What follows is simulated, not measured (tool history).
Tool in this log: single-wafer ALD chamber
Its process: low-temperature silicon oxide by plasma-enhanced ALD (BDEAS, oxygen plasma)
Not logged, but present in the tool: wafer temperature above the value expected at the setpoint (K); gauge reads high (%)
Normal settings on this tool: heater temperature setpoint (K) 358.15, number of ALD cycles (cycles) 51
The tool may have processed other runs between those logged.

| run | hour | heater temperature setpoint (K) | number of ALD cycles (cycles) | wafers since the last listed run | hours since the last thermocouple change | hours since the gauge calibration | read-back reference wafer on the same gauge, thickness_nm | mean film thickness on the monitor wafer (angstrom) |
|---|---|---|---|---|---|---|---|---|
| 1 | 0.0 | 358.15 | 51 | 0 | 2637.7 | 71.8 | 6.828 | 71.43 |
| 2 | 8.2 | 358.15 | 51 | 45 | 2645.9 | 80.0 | 6.828 | 71.45 |
| 3 | 24.3 | 358.15 | 51 | 90 | 2662.0 | 96.1 | 6.829 | 71.49 |
| 4 | 37.6 | 358.15 | 51 | 74 | 2675.3 | 109.4 | 6.828 | 71.49 |
| 5 | 47.8 | 358.15 | 51 | 57 | 2685.5 | 119.6 | 6.831 | 71.57 |
| 6 | 57.4 | 358.15 | 51 | 53 | 2695.1 | 129.2 | 6.833 | 71.78 |
| 7 | 66.7 | 358.15 | 51 | 52 | 2704.4 | 138.5 | 6.831 | 71.38 |
| 8 | 83.9 | 358.15 | 51 | 96 | 2721.6 | 155.7 | 6.833 | 71.58 |
|  | 101.7 | thermocouple changed; heater temperature recalibrated |
| 9 | 102.2 | 358.15 | 51 | 57 | 0.5 | 174.0 | 6.834 | 71.33 |
| 10 | 107.0 | 358.15 | 51 | 26 | 5.3 | 178.8 | 6.829 | 71.70 |
| 11 | 123.9 | 358.15 | 51 | 94 | 22.2 | 195.7 | 6.829 | 71.44 |
| 12 | 134.9 | 371.15 | 45 | 61 | 33.2 | 206.7 | 6.829 | 60.63 |
|  | 178.0 | gauge calibrated |
| 13 | 186.8 | 363.15 | 41 | 290 | 85.1 | 8.8 | 6.828 | 56.82 |
| 14 | 202.6 | 346.15 | 57 | 88 | 100.9 | 24.6 | 6.832 | 83.02 |
| 15 | 217.6 | 344.15 | 51 | 83 | 115.9 | 39.6 | 6.827 | 74.78 |
| 16 | 233.6 | 363.15 | 51 | 89 | 131.9 | 55.6 | 6.834 | 70.55 |
| 17 | 243.6 | 348.15 | 55 | 55 | 141.9 | 65.6 | 6.834 | 79.60 |
| 18 | 257.8 | 343.15 | 54 | 79 | 156.1 | 79.8 | 6.828 | 79.54 |
| 19 | 265.1 | 358.15 | 51 | 40 | 163.4 | 87.1 | 6.830 | 71.29 |
| 20 | 289.1 | 352.15 | 54 | 134 | 187.4 | 111.1 | 6.830 | 77.19 |
| 21 | 296.8 | 358.15 | 51 | 43 | 195.1 | 118.8 | 6.834 | 71.46 |
| 22 | 308.8 | 358.15 | 51 | 67 | 207.1 | 130.8 | 6.833 | 71.50 |

Hidden state at the last listed run before each entry between runs and at the first one after, where it differs:
Between runs 8 and 9: thermocouple changed; heater temperature recalibrated (hour 101.7)
  no hidden state differs between the two runs
Between runs 12 and 13: gauge calibrated (hour 178.0)
  no hidden state differs between the two runs
